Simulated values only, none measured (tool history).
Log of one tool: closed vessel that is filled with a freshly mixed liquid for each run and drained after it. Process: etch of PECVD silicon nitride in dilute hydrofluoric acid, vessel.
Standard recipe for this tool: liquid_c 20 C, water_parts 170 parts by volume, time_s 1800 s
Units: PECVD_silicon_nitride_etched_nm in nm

run    hour  liquid_c  water_parts  time_s  read-back film thickness of the PECVD silicon nitride reference wafer, read on the same gauge (nm)  PECVD_silicon_nitride_etched_nm
  1       0        22          170    1800                                                                                               50.02                            22.88
  2    39.9        22          170    1800                                                                                               50.02                            23.01
  3    87.2        22          170    1800                                                                                               50.01                            22.72
  4   130.8        20          170    1800                                                                                               49.99                            20.17
  5   319.7        20          170    1800                                                                                               49.98                            20.42
  6   388.3        20          170    1800                                                                                               50.02                            20.42
  7   414.2        20          170    1800                                                                                                  50                            20.74
  8   484.5        20          170    1800                                                                                               50.02                            20.77
  9   550.4        20          125    1800                                                                                               50.07                            28.28
      577.1  -- gauge calibrated
 10   586.7        19          170    2615                                                                                               49.99                            27.93
 11   655.4        19          170    2615                                                                                               49.99                            28.63
 12   706.7        19          170    2615                                                                                               50.02                            28.78
 13   766.1        20          170    1800                                                                                               49.98                            21.26
 14     837      17.5          170    1800                                                                                               49.94                            17.98
      859.5  -- hydrofluoric acid flow meter replaced
 15     861        17          125    2450                                                                                                  50                            32.21
 16   890.5        20          170    1000                                                                                                  50                            11.83
      902.5  -- thermometer replaced
 17   949.9        20          170    1800                                                                                               50.03                            18.51
 18  1012.2        20          170     870                                                                                               49.96                             9.09

For run 19, what comes out?
 19  1061.2        20          170    1800                                                                                                   ?                                ?

{"run 19": {"read-back film thickness of the PECVD silicon nitride reference wafer, read on the same gauge (nm)": 49.99, "PECVD_silicon_nitride_etched_nm": 19.06}}
If the tool had no hidden condition, the same run with the same run-to-run variation would have returned PECVD_silicon_nitride_etched_nm 18.83 nm.

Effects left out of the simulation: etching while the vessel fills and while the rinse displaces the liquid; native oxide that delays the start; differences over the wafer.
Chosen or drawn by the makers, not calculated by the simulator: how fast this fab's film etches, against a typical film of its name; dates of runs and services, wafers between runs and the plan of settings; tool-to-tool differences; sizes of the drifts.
